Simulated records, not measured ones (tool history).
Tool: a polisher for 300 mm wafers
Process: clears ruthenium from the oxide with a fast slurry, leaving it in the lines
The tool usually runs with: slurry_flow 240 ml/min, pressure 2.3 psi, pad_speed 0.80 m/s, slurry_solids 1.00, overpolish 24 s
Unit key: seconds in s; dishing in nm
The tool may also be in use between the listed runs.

run,hour,slurry_flow,pressure,pad_speed,slurry_solids,overpolish,"incoming thickness of the incoming film, nm",seconds,dishing
1,0.0,240,2.3,0.80,1.00,24,158.2,50.6,56.8
# hour 4.3: worn pad replaced by a new one
2,16.9,240,2.3,0.80,1.00,24,158.5,50.0,57.3
3,32.9,240,2.3,0.80,1.00,24,159.0,49.7,57.1
4,43.5,215,2.3,0.80,1.00,24,161.0,50.6,56.5
5,51.4,215,2.3,0.80,1.00,24,159.7,50.7,55.3
6,66.5,215,2.3,0.80,1.00,24,162.7,51.7,56.7
7,79.2,240,2.3,0.80,1.00,24,159.3,50.6,56.9
8,96.9,240,2.3,0.80,1.00,24,160.5,50.3,57.3
9,103.4,240,2.3,0.80,1.00,24,162.9,51.4,56.9
10,117.6,240,2.3,0.80,1.00,24,157.1,49.5,56.2
11,128.2,240,2.3,0.80,1.00,24,161.8,51.7,58.1
12,146.1,240,2.3,0.80,1.00,24,161.6,50.1,56.9
13,157.8,240,2.3,0.80,1.00,24,159.1,50.1,55.9
14,170.0,200,2.3,0.80,1.00,24,159.9,52.1,56.2
# hour 176.1: slurry blender recalibrated
# hour 177.0: head pressure recalibrated
15,183.1,240,2.3,0.64,1.00,32,161.7,63.2,60.9
# hour 188.4: slurry nozzle cleaned
16,197.0,240,2.7,0.80,1.10,11,157.8,40.9,35.2
# hour 213.5: worn pad replaced by a new one
17,214.0,240,2.3,0.80,1.00,35,159.5,50.1,74.5
18,223.3,240,1.8,0.80,0.90,35,160.8,67.9,60.3
19,235.4,240,2.3,0.80,0.75,14,161.7,59.3,31.7
20,246.2,240,2.3,0.80,1.00,24,157.8,49.6,57.7
21,262.1,240,2.3,0.80,1.00,24,159.8,50.4,56.6
22,286.2,280,2.3,0.80,1.00,29,163.2,50.4,65.2
23,296.3,165,2.1,0.80,1.00,24,160.4,59.2,50.7
24,312.2,240,1.6,0.62,0.85,11,160.4,99.9,15.7

Alternative continuations, all from the tool just after run 24; predict every row:
A,312.6,240,2.3,0.80,1.00,24,160.4,?,?
B,312.6,240,2.3,0.66,1.25,24,160.4,?,?
C,312.6,240,2.3,0.80,0.70,19,160.4,?,?
D,312.6,240,1.8,0.54,1.10,24,160.4,?,?

run,seconds,dishing
A,50.5,56.9
B,55.5,52.9
C,60.9,40.5
D,90.9,35.1
Stripped of hidden state, with their random variation kept, the same runs would have yielded:
run,seconds,dishing
A,50.5,56.9
B,55.5,52.9
C,60.9,40.5
D,90.9,35.1
